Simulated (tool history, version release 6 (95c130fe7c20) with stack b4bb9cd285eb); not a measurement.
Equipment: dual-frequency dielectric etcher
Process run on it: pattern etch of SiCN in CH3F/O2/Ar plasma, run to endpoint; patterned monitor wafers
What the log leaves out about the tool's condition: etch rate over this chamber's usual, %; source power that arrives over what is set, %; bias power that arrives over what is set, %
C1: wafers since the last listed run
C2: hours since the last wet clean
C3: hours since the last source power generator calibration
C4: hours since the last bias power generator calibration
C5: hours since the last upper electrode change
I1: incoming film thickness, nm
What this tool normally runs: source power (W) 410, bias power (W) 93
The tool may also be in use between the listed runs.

{"run": 1, "hour": 0.0, "source power (W)": 450, "bias power (W)": 84, "C1": 0, "C2": 442.0, "C3": 2286.7, "C4": 3691.3, "C5": 1956.1, "I1": 5.81, "endpoint time (s)": 13.6}
{"hour": 2.7, "done": "wet clean of the chamber"}
{"run": 2, "hour": 60.0, "source power (W)": 410, "bias power (W)": 93, "C1": 682, "C2": 57.3, "C3": 2346.7, "C4": 3751.3, "C5": 2016.1, "I1": 5.75, "endpoint time (s)": 13.6}
{"run": 3, "hour": 128.4, "source power (W)": 410, "bias power (W)": 93, "C1": 814, "C2": 125.7, "C3": 2415.1, "C4": 3819.7, "C5": 2084.5, "I1": 5.83, "endpoint time (s)": 13.8}
{"run": 4, "hour": 182.0, "source power (W)": 410, "bias power (W)": 93, "C1": 638, "C2": 179.3, "C3": 2468.7, "C4": 3873.3, "C5": 2138.1, "I1": 5.72, "endpoint time (s)": 13.5}
{"run": 5, "hour": 270.4, "source power (W)": 410, "bias power (W)": 93, "C1": 1052, "C2": 267.7, "C3": 2557.1, "C4": 3961.7, "C5": 2226.5, "I1": 5.76, "endpoint time (s)": 13.7}
{"run": 6, "hour": 301.3, "source power (W)": 410, "bias power (W)": 85, "C1": 367, "C2": 298.6, "C3": 2588.0, "C4": 3992.6, "C5": 2257.4, "I1": 5.8, "endpoint time (s)": 14.2}
{"run": 7, "hour": 369.6, "source power (W)": 410, "bias power (W)": 103, "C1": 812, "C2": 366.9, "C3": 2656.3, "C4": 4060.9, "C5": 2325.7, "I1": 5.85, "endpoint time (s)": 13.4}
{"hour": 443.0, "done": "wet clean of the chamber"}
{"run": 8, "hour": 443.5, "source power (W)": 410, "bias power (W)": 103, "C1": 593, "C2": 0.5, "C3": 2730.2, "C4": 4134.8, "C5": 2399.6, "I1": 5.81, "endpoint time (s)": 13.2}
{"run": 9, "hour": 490.2, "source power (W)": 410, "bias power (W)": 103, "C1": 555, "C2": 47.2, "C3": 2776.9, "C4": 4181.5, "C5": 2446.3, "I1": 5.81, "endpoint time (s)": 13.3}
{"hour": 515.9, "done": "upper electrode replaced"}
{"run": 10, "hour": 527.4, "source power (W)": 470, "bias power (W)": 101, "C1": 157, "C2": 84.4, "C3": 2814.1, "C4": 4218.7, "C5": 11.5, "I1": 5.8, "endpoint time (s)": 12.6}
{"run": 11, "hour": 572.7, "source power (W)": 470, "bias power (W)": 101, "C1": 539, "C2": 129.7, "C3": 2859.4, "C4": 4264.0, "C5": 56.8, "I1": 5.77, "endpoint time (s)": 12.5}
{"hour": 595.2, "done": "source power generator calibrated"}
{"hour": 624.1, "done": "bias power generator calibrated"}
{"run": 12, "hour": 628.3, "source power (W)": 410, "bias power (W)": 93, "C1": 566, "C2": 185.3, "C3": 33.1, "C4": 4.2, "C5": 112.4, "I1": 5.77, "endpoint time (s)": 14.0}
{"run": 13, "hour": 670.8, "source power (W)": 410, "bias power (W)": 93, "C1": 505, "C2": 227.8, "C3": 75.6, "C4": 46.7, "C5": 154.9, "I1": 5.81, "endpoint time (s)": 14.1}
{"run": 14, "hour": 697.1, "source power (W)": 410, "bias power (W)": 87, "C1": 313, "C2": 254.1, "C3": 101.9, "C4": 73.0, "C5": 181.2, "I1": 5.75, "endpoint time (s)": 14.3}
{"run": 15, "hour": 730.2, "source power (W)": 410, "bias power (W)": 87, "C1": 393, "C2": 287.2, "C3": 135.0, "C4": 106.1, "C5": 214.3, "I1": 5.77, "endpoint time (s)": 14.3}
{"run": 16, "hour": 770.6, "source power (W)": 410, "bias power (W)": 87, "C1": 480, "C2": 327.6, "C3": 175.4, "C4": 146.5, "C5": 254.7, "I1": 5.85, "endpoint time (s)": 14.4}
{"run": 17, "hour": 801.1, "source power (W)": 500, "bias power (W)": 108, "C1": 363, "C2": 358.1, "C3": 205.9, "C4": 177.0, "C5": 285.2, "I1": 5.78, "endpoint time (s)": 12.3}
{"run": 18, "hour": 841.7, "source power (W)": 370, "bias power (W)": 71, "C1": 483, "C2": 398.7, "C3": 246.5, "C4": 217.6, "C5": 325.8, "I1": 5.82, "endpoint time (s)": 16.1}

Estimate the outcome of run 19 from the log above:
{"hour": 902.2, "done": "wet clean of the chamber"}
{"run": 19, "hour": 902.7, "source power (W)": 370, "bias power (W)": 93, "C1": 440, "C2": 0.5, "C3": 307.5, "C4": 278.6, "C5": 386.8, "I1": 5.82, "endpoint time (s)": "?"}

Run 19 came out at endpoint time (s) 14.7.
Take away the tool's hidden state, keep the run-to-run variation as it was, and the same run would have given endpoint time (s) 14.8.

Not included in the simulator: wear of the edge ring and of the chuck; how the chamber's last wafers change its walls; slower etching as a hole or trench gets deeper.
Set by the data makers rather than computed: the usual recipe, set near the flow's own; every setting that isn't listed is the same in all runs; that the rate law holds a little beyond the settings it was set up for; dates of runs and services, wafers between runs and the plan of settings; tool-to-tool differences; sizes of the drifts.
